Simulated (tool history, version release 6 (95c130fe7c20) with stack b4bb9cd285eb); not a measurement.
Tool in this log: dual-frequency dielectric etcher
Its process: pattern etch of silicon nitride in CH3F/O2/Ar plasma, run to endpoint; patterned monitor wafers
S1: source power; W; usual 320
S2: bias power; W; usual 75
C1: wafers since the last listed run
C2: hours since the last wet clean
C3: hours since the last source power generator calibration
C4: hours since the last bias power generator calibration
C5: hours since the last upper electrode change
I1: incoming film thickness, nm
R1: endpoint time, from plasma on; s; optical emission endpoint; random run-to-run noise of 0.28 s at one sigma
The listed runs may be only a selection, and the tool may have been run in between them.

run     day   S1  S2    C1     C2      C3      C4      C5    I1    R1
  1       0  320  75     0  153.1  2051.5  1570.6  3158.2    54  86.5
  2   2.442  320  75   572  211.7  2110.1  1629.2  3216.8  53.7  86.7
  3   5.408  320  75   695  282.9  2181.3  1700.4    3288    54  87.6
  4   7.875  320  75   578  342.1  2240.5  1759.6  3347.2    54  87.9
     10.221  -- wet clean of the chamber
  5  10.242  320  75   320    0.5  2297.3  1816.4    3404  53.6  84.4
  6  11.146  320  75   212   22.2    2319  1838.1  3425.7  53.5  84.2
  7  13.271  360  84   498   73.2    2370  1889.1  3476.7  54.6  79.9
  8  15.342  320  75   485  122.9  2419.7  1938.8  3526.4    54  86.2
  9  24.342  320  75  2111  338.9  2635.7  2154.8  3742.4  53.9  87.8
     25.858  -- wet clean of the chamber
     30.371  -- source power generator calibrated
 10    31.4  320  75  1381    133    24.7  2324.2  3911.8  54.3  88.1
     38.538  -- bias power generator calibrated
 11  40.346  350  75  2059  347.7   239.4    43.4  4126.5  54.6  86.4
 12  41.867  350  75   356  384.2   275.9    79.9    4163  54.1  86.4
     44.129  -- wet clean of the chamber
 13  47.892  320  75  1178   90.3   420.5   224.5  4307.6  54.3  87.9
 14  50.658  320  86   648  156.7   486.9   290.9    4374  53.8  84.3
 15  51.917  320  86   295  186.9   517.1   321.1  4404.2  53.6    84
 16  54.608  320  85   631  251.5   581.7   385.7  4468.8  54.3    86
 17  56.275  320  75   390  291.5   621.7   425.7  4508.8  54.4  89.1
 18  57.612  320  75   313  323.6   653.8   457.8  4540.9  54.2  88.9
     60.838  -- wet clean of the chamber
 19  60.858  320  75   526    0.5   731.7   535.7  4618.8    54  86.5
 20  62.242  290  75   324   33.7   764.9   568.9    4652  53.3    90
     64.112  -- upper electrode replaced
 21  64.696  400  75   341   92.6   823.8   627.8      14  53.8  78.5
 22  65.746  370  59   246  117.8     849     653    39.2  53.6  85.4
 23  69.842  320  75   960  216.1   947.3   751.3   137.5  54.2  87.9
 24  71.533  370  84   396  256.7   987.9   791.9   178.1  54.1  80.7
     75.438  -- wet clean of the chamber
 25  75.458  320  58   686    0.5  1082.1   886.1   272.3  54.2  91.8
 26  76.971  320  82   354   36.8  1118.4   922.4   308.6  54.2  84.9
 27  78.092  390  86   262   63.7  1145.3   949.3   335.5  53.5  75.6
 28  80.033  250  93   455  110.3  1191.9   995.9   382.1  54.3  93.6
 29  82.021  400  85   466    158  1239.6  1043.6   429.8  53.6  75.9
 30  83.954  320  91   453  204.4    1286    1090   476.2    54  83.7

How would selected steps in R1 from run to run divide? Give the signed amount a tool lacking its hidden state would still show from settings, what came in and random variation, and the signed amount left for the hidden state, including any gauge scatter that is not in both of the compared results.
Hidden state present: etch rate over this chamber's usual, %; source power that arrives over what is set, %; bias power that arrives over what is set, %.
Run 4 -> 5: wet clean of the chamber. R1 -3.5 s: hidden state -2.6, all else -0.9.
Run 12 -> 13: S1 350 -> 320, wet clean of the chamber. R1 +1.5 s: hidden state -2.5, all else +4.
Run 20 -> 21: S1 290 -> 400, upper electrode replaced. R1 -11.5 s: hidden state +0.6, all else -12.1.
Run 24 -> 25: S1 370 -> 320, S2 84 -> 58, wet clean of the chamber. R1 +11.1 s: hidden state -2, all else +13.1.
Run 27 -> 28: S1 390 -> 250, S2 86 -> 93. R1 +18 s: hidden state +0.2, all else +17.8.
Run 28 -> 29: S1 250 -> 400, S2 93 -> 85. R1 -17.7 s: hidden state +0.3, all else -18.
